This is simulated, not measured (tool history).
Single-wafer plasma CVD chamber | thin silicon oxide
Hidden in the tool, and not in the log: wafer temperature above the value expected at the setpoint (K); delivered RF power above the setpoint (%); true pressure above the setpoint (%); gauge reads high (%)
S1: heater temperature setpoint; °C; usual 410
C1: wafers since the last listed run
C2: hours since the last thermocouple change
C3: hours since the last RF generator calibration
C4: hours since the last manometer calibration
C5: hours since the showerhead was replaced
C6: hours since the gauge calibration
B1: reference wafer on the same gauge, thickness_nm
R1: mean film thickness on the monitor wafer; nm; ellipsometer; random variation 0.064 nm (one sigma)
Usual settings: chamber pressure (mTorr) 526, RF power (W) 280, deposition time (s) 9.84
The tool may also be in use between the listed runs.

Run 1, hour 0: usual settings; C1 0; C2 1244.1; C3 2223.5; C4 1758; C5 8403.6; C6 41.3; B1 12.905. Result: R1 10.976 nm.
Run 2, hour 32.9: usual settings; C1 1263; C2 1277; C3 2256.4; C4 1790.9; C5 8436.5; C6 74.2; B1 12.871. Result: R1 10.964 nm.
Run 3, hour 58.5: usual settings but chamber pressure (mTorr) 578, RF power (W) 245; C1 982; C2 1302.6; C3 2282; C4 1816.5; C5 8462.1; C6 99.8; B1 12.883. Result: R1 11.449 nm.
Run 4, hour 88.3: usual settings but chamber pressure (mTorr) 578, RF power (W) 245; C1 1144; C2 1332.4; C3 2311.8; C4 1846.3; C5 8491.9; C6 129.6; B1 12.906. Result: R1 11.575 nm.
At hour 114.1: capacitance manometer re-zeroed and calibrated.
Run 5, hour 114.6: usual settings but chamber pressure (mTorr) 578, RF power (W) 245; C1 702; C2 1358.7; C3 2338.1; C4 0.5; C5 8518.2; C6 155.9; B1 12.886. Result: R1 11.412 nm.
Run 6, hour 131.8: usual settings but chamber pressure (mTorr) 467; C1 660; C2 1375.9; C3 2355.3; C4 17.7; C5 8535.4; C6 173.1; B1 12.892. Result: R1 9.635 nm.
Run 7, hour 151.8: usual settings; C1 767; C2 1395.9; C3 2375.3; C4 37.7; C5 8555.4; C6 193.1; B1 12.887. Result: R1 10.821 nm.
At hour 174.7: showerhead replaced.
Run 8, hour 175.2: usual settings; C1 591; C2 1419.3; C3 2398.7; C4 61.1; C5 0.5; C6 216.5; B1 12.919. Result: R1 10.921 nm.
At hour 200: gauge calibrated.
Run 9, hour 205.5: usual settings but S1 406 °C, chamber pressure (mTorr) 657, deposition time (s) 10.59; C1 1163; C2 1449.6; C3 2429; C4 91.4; C5 30.8; C6 5.5; B1 12.911. Result: R1 14.568 nm.
At hour 220.1: RF generator calibrated.
Run 10, hour 223.6: usual settings but S1 398 °C, chamber pressure (mTorr) 572, RF power (W) 230, deposition time (s) 8.73; C1 387; C2 1467.7; C3 3.5; C4 109.5; C5 48.9; C6 23.6; B1 12.908. Result: R1 9.961 nm.
Run 11, hour 237.3: usual settings; C1 526; C2 1481.4; C3 17.2; C4 123.2; C5 62.6; C6 37.3; B1 12.897. Result: R1 10.872 nm.
Run 12, hour 263.3: usual settings but chamber pressure (mTorr) 573, RF power (W) 250; C1 998; C2 1507.4; C3 43.2; C4 149.2; C5 88.6; C6 63.3; B1 12.848. Result: R1 11.57 nm.
At hour 271.5: thermocouple changed; heater temperature recalibrated.
Run 13, hour 294: usual settings but chamber pressure (mTorr) 491; C1 871; C2 22.5; C3 73.9; C4 179.9; C5 119.3; C6 94; B1 12.883. Result: R1 10.197 nm.
Run 14, hour 307.6: usual settings but S1 422 °C, chamber pressure (mTorr) 625; C1 522; C2 36.1; C3 87.5; C4 193.5; C5 132.9; C6 107.6; B1 12.917. Result: R1 12.861 nm.
Run 15, hour 347.4: usual settings but S1 416 °C, chamber pressure (mTorr) 572, RF power (W) 330, deposition time (s) 11.73; C1 1528; C2 75.9; C3 127.3; C4 233.3; C5 172.7; C6 147.4; B1 12.901. Result: R1 14.691 nm.
Run 16, hour 369.4: usual settings; C1 844; C2 97.9; C3 149.3; C4 255.3; C5 194.7; C6 169.4; B1 12.881. Result: R1 10.917 nm.

Forecast each of these 3 alternatives for the next run:
Run A, hour 369.8: usual settings but RF power (W) 305; C1 15; C2 98.3; C3 149.7; C4 255.7; C5 195.1; C6 169.8; B1 ?. Result: R1 ?.
Run B, hour 369.8: usual settings but S1 401 °C, chamber pressure (mTorr) 415; C1 15; C2 98.3; C3 149.7; C4 255.7; C5 195.1; C6 169.8; B1 ?. Result: R1 ?.
Run C, hour 369.8: usual settings but S1 415 °C, chamber pressure (mTorr) 653, RF power (W) 225, deposition time (s) 11.8; C1 15; C2 98.3; C3 149.7; C4 255.7; C5 195.1; C6 169.8; B1 ?. Result: R1 ?.

run      B1      R1
  A  12.887  11.159
  B  12.887   8.565
  C  12.887  14.879
Without the tool's hidden state the same runs would have given:
run      R1
  A  11.159
  B   8.565
  C  14.879
